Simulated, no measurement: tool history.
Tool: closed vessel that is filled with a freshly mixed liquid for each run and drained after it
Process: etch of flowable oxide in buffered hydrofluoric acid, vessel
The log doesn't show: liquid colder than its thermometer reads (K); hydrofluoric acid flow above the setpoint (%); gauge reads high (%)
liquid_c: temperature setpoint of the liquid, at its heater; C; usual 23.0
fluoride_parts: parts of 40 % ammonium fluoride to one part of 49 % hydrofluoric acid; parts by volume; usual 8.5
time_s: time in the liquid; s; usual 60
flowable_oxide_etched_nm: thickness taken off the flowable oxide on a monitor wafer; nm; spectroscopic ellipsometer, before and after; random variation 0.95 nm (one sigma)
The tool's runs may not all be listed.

run   hour  liquid_c  fluoride_parts  time_s  wafers since the last listed run  hours since the thermometer was replaced  hours since the hydrofluoric acid flow meter was replaced  hours since the gauge calibration  read-back film thickness of the flowable oxide reference wafer, read on the same gauge (nm)  flowable_oxide_etched_nm
  1    0.0      23.0             7.5      60                                 0                                    1220.0                                                     2303.5                              525.8                                                                                        49.98                    182.98
  2   24.5      23.0             8.5      60                              2511                                    1244.5                                                     2328.0                              550.3                                                                                        50.01                    160.92
  3   57.8      23.0             6.0      60                              3412                                    1277.8                                                     2361.3                              583.6                                                                                        50.00                    221.68
  4   74.0      23.0             6.0      60                              1660                                    1294.0                                                     2377.5                              599.8                                                                                        49.99                    220.42
  5   93.6      23.0             8.5      60                              2008                                    1313.6                                                     2397.1                              619.4                                                                                        50.01                    160.71
     111.3  -- thermometer replaced
  6  125.4      23.0             6.0      40                              3156                                      14.1                                                     2428.9                              651.2                                                                                        50.00                    146.12
  7  159.5      23.0             6.0      40                              3494                                      48.2                                                     2463.0                              685.3                                                                                        50.02                    148.53
  8  175.7      23.0             8.5      60                              1660                                      64.4                                                     2479.2                              701.5                                                                                        49.98                    160.75
  9  188.1      23.0             8.5      60                              1270                                      76.8                                                     2491.6                              713.9                                                                                        49.97                    160.60
 10  219.5      23.0             8.5      60                              3218                                     108.2                                                     2523.0                              745.3                                                                                        50.02                    163.86
 11  243.0      23.0             8.5      60                              2408                                     131.7                                                     2546.5                              768.8                                                                                        50.03                    161.10
 12  263.1      27.5             9.5      90                              2060                                     151.8                                                     2566.6                              788.9                                                                                        49.97                    276.20
 13  283.6      27.0             7.0      35                              2101                                     172.3                                                     2587.1                              809.4                                                                                        49.98                    141.31
 14  300.8      19.0             7.5      95                              1762                                     189.5                                                     2604.3                              826.6                                                                                        49.98                    231.59
 15  330.2      23.0             8.5      80                              3013                                     218.9                                                     2633.7                              856.0                                                                                        50.01                    216.88
     336.3  -- hydrofluoric acid flow meter replaced
     349.4  -- gauge calibrated
 16  351.9      18.0             6.0      50                              2121                                     240.6                                                       15.6                                2.5                                                                                        49.99                    145.48
 17  379.9      23.0             6.0      40                              2869                                     268.6                                                       43.6                               30.5                                                                                        49.98                    152.95
 18  409.3      23.0             8.5      60                              3013                                     298.0                                                       73.0                               59.9                                                                                        50.03                    167.85
 19  445.0      23.0             6.5      60                              3658                                     333.7                                                      108.7                               95.6                                                                                        49.99                    219.25
 20  477.3      25.5             8.5      30                              3310                                     366.0                                                      141.0                              127.9                                                                                        50.04                     99.04
     501.0  -- hydrofluoric acid flow meter replaced, repeated, since the last time left the tool worse
 21  509.9      25.5             8.5      60                              3238                                     398.6                                                        8.9                              160.5                                                                                        50.00                    168.16
 22  523.6      27.0             7.0      70                              1404                                     412.3                                                       22.6                              174.2                                                                                        49.97                    263.07
 23  558.0      23.0             8.5      60                              3525                                     446.7                                                       57.0                              208.6                                                                                        50.00                    148.52
 24  583.8      20.5             8.5      60                              2644                                     472.5                                                       82.8                              234.4                                                                                        50.00                    127.14
 25  608.7      23.0            10.0      60                              2552                                     497.4                                                      107.7                              259.3                                                                                        50.00                    128.49
 26  621.0      23.0             8.5      60                              1260                                     509.7                                                      120.0                              271.6                                                                                        50.02                    147.35
 27  645.2      27.0             8.5      60                              2480                                     533.9                                                      144.2                              295.8                                                                                        50.03                    183.23
 28  668.1      21.0            11.5      60                              2347                                     556.8                                                      167.1                              318.7                                                                                        49.97                    101.55
 29  691.6      23.0             8.5      60                              2408                                     580.3                                                      190.6                              342.2                                                                                        50.02                    146.89
 30  714.3      23.0             8.5      60                              2326                                     603.0                                                      213.3                              364.9                                                                                        50.00                    148.27
 31  746.4      25.0             6.5      90                              3289                                     635.1                                                      245.4                              397.0                                                                                        50.03                    321.38
 32  762.9      23.0             8.5      60                              1691                                     651.6                                                      261.9                              413.5                                                                                        50.00                    150.65

Forecast each of these 5 alternatives for the next run:
  A  763.6      23.0             8.5      60                                71                                     652.3                                                      262.6                              414.2                                                                                            ?                         ?
  B  763.6      26.5             8.5      60                                71                                     652.3                                                      262.6                              414.2                                                                                            ?                         ?
  C  763.6      18.0             8.5      60                                71                                     652.3                                                      262.6                              414.2                                                                                            ?                         ?
  D  763.6      23.0             5.0      50                                71                                     652.3                                                      262.6                              414.2                                                                                            ?                         ?
  E  763.6      23.0            10.5      60                                71                                     652.3                                                      262.6                              414.2                                                                                            ?                         ?

run  read-back film thickness of the flowable oxide reference wafer, read on the same gauge (nm)  flowable_oxide_etched_nm
  A                                                                                        50.00                    148.43
  B                                                                                        50.00                    179.44
  C                                                                                        50.00                    112.31
  D                                                                                        50.00                    203.02
  E                                                                                        50.00                    124.27
Without the tool's hidden state the same runs would have given:
run  flowable_oxide_etched_nm
  A                    145.85
  B                    176.33
  C                    110.36
  D                    199.96
  E                    122.34

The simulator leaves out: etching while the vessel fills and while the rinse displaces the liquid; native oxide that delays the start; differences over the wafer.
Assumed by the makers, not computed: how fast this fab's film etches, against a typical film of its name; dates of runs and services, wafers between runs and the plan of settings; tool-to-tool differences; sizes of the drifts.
